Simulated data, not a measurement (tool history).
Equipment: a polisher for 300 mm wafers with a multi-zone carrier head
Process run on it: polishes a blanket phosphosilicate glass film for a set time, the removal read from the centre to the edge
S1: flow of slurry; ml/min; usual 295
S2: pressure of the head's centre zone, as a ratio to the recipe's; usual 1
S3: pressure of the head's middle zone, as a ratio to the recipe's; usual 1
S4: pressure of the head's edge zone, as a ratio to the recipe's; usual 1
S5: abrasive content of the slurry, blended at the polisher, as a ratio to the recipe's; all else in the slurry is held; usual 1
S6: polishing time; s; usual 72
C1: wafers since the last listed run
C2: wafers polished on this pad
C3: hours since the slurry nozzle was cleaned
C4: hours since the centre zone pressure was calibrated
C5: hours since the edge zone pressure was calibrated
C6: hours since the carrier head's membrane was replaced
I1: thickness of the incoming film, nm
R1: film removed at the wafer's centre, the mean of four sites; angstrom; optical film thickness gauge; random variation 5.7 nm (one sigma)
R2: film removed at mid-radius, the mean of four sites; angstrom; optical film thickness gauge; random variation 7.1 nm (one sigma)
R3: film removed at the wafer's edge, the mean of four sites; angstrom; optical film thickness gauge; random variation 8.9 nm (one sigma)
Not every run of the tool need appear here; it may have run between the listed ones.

run	hour	S1	S2	S3	S4	S5	S6	C1	C2	C3	C4	C5	C6	I1	R1	R2	R3
1	0	295	1.07	0.89	1.11	1	53	0	260	853.6	809	1283.3	1506.1	3116.1	4270	3812	4409
# hour 4.3: centre zone pressure recalibrated
# hour 11.5: carrier head's membrane replaced by a new one
2	32.6	295	1	1	1	1	72	219	479	886.2	28.3	1315.9	21.1	3124.6	5457	5704	5674
3	45.3	295	1	1	0.92	1	55	108	588	898.9	41	1328.6	33.8	3120.5	4211	4271	4234
4	60.7	295	1	0.93	1	1	65	132	720	914.3	56.4	1344	49.2	3086.3	4893	4739	5061
# hour 69.5: slurry nozzle cleaned
5	73.2	295	1	1.1	1.11	1	72	98	819	3.7	68.9	1356.5	61.7	3052.8	5932	6769	6237
# hour 82.6: edge zone pressure recalibrated
6	85.3	240	1	1	0.9	0.9	72	86	906	15.8	81	2.7	73.8	3072.1	5554	5651	5284
7	92.7	190	1	0.88	1	1.15	97	63	969	23.2	88.4	10.1	81.2	3058.6	7872	7252	8135
8	99.1	295	1	1	0.89	1.2	85	54	1024	29.6	94.8	16.5	87.6	3055.4	7564	7843	7346
# hour 103.8: worn pad replaced by a new one
9	107.6	295	1	1	1	1	96	38	32	38.1	103.3	25	96.1	3072.1	8026	8060	8101
10	123.3	295	1	1	1	1	72	134	167	53.8	119	40.7	111.8	3103.5	5899	6169	5982
11	133.5	295	1	1	1	1	72	87	254	64	129.2	50.9	122	3075.7	5977	6158	6052
12	142.4	295	1	1	1	1	72	76	331	72.9	138.1	59.8	130.9	3104.6	6008	6163	5911
13	151.9	295	1	1.03	1	1	72	81	412	82.4	147.6	69.3	140.4	3098.6	6044	6304	6014
14	167.8	295	1.04	1	1	1	72	136	548	98.3	163.5	85.2	156.3	3093.9	6159	6092	6110
15	181.4	295	1	1	1	1	72	116	665	111.9	177.1	98.8	169.9	3050.7	5883	6037	5958
16	188.1	330	0.93	1	1	1	61	57	722	118.6	183.8	105.5	176.6	3051.1	4835	5226	5120
17	197.1	295	1	1	1	1	72	77	800	127.6	192.8	114.5	185.6	3032.5	6114	6215	5797
18	212.5	355	0.95	1	0.88	0.85	72	132	932	143	208.2	129.9	201	3088.9	5476	5788	5337
# hour 221.8: worn pad replaced by a new one
19	225.5	295	1	1	1	1	92	77	31	156	221.2	142.9	214	3124.6	7589	7712	7667
20	241.1	340	1	1	1	1	64	133	165	171.6	236.8	158.5	229.6	3054.7	5459	5552	5288
21	254.2	295	1	1	1.07	1	72	112	277	184.7	249.9	171.6	242.7	3088	6012	6094	6079
22	262.9	295	1	1	1	1	72	74	352	193.4	258.6	180.3	251.4	3092.7	5921	6164	5950

Consider 4 possible next runs. They are alternatives, not a sequence: every one starts from the tool as it was left by run 22. What does each give?
A	263.3	295	1	1	1	1	56	3	356	193.8	259	180.7	251.8	3058.8	?	?	?
B	263.3	255	1	1	1	1	95	3	356	193.8	259	180.7	251.8	3058.8	?	?	?
C	263.3	360	1	1.08	0.96	1.1	72	3	356	193.8	259	180.7	251.8	3058.8	?	?	?
D	263.3	295	1	0.88	1	1	72	3	356	193.8	259	180.7	251.8	3058.8	?	?	?

run	R1	R2	R3
A	4603	4778	4672
B	7639	7946	7808
C	6315	6978	6249
D	5914	5521	6017
Stripped of hidden state, with their random variation kept, the same runs would have yielded:
run	R1	R2	R3
A	4681	4852	4726
B	7791	8089	7913
C	6401	7065	6308
D	6014	5606	6086
